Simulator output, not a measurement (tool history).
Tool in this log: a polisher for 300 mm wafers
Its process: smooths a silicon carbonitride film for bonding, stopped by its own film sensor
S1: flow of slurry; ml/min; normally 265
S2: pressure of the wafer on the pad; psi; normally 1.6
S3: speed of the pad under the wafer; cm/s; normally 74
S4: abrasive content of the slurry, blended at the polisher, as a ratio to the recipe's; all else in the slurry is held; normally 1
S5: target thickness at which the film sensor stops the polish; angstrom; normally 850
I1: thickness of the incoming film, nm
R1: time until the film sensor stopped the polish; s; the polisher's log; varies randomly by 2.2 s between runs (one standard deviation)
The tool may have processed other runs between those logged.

run   hour   S1   S2  S3    S4   S5     I1     R1
  1      0  265  1.6  74     1  850  110.1  136.8
  2   15.1  265  1.6  74     1  890    109  110.3
  3     27  265  1.6  74     1  850    109  133.3
  4   42.5  265  1.6  74     1  850  109.5  138.5
      52.1  -- worn pad replaced by a new one
  5   55.6  265  1.6  74     1  850  109.5    129
  6   94.9  265  1.6  74     1  850  108.2  133.2
  7  105.6  265  1.6  74     1  850  109.2  137.6
  8  116.1  265  1.6  74     1  850    110    150
     137.7  -- worn pad replaced by a new one
  9  140.2  240  1.6  74     1  850  109.2  134.1
     154.8  -- slurry nozzle cleaned
 10  156.6  240  1.6  74     1  850  109.8    148
 11  168.3  240  1.6  74     1  850  110.7  155.8
 12  183.5  265  1.6  74     1  850  111.1  159.8
     196.9  -- slurry blender recalibrated
 13  198.1  265  1.6  74     1  850  111.7  143.3
     206.9  -- worn pad replaced by a new one
 14    216  265  1.6  74     1  850  111.1  131.9
 15  222.6  195  1.8  54     1  810  110.8  191.4
     225.4  -- head pressure recalibrated
 16  236.4  265    2  74     1  850  111.2  121.8
 17  250.9  265  1.6  74     1  850  110.7  135.8
 18  264.1  265  1.8  58   0.8  850  109.6  160.2
     276.2  -- worn pad replaced by a new one
 19  276.7  265  1.6  74     1  850  109.7  122.3
 20  281.3  265  1.6  74   1.3  850  108.1  108.1
 21  292.9  265  1.1  88  0.85  770  110.8  208.4
 22  303.1  265  1.6  74     1  850  109.6  132.2
 23  312.5  265  1.1  88  0.85  770  110.8  202.6
 24  329.5  170  1.6  74     1  850  108.9  136.7
 25    340  265  1.9  96     1  850  109.6   97.4
     354.8  -- worn pad replaced by a new one
 26  355.3  265  1.6  64     1  820  111.1    167
 27  362.2  265  1.6  74     1  850  109.3    124
 28  373.5  265  1.6  74     1  820  109.7  143.3
 29  381.8  265  2.2  74     1  850    111  107.2

Here are 4 independent what-if runs from the current tool condition. What would each one return?
  A  382.3  265  1.6  74    1  850  110.6   ?
  B  382.3  195    1  74  1.1  850  110.6   ?
  C  382.3  265  1.6  74    1  770  110.6   ?
  D  382.3  265  1.4  66  0.9  850  110.6   ?

run     R1
  A  139.8
  B  189.7
  C  183.5
  D  173.6
Had the tool no hidden state, the same runs would have come out as:
run     R1
  A  128.7
  B  174.9
  C    169
  D  159.7
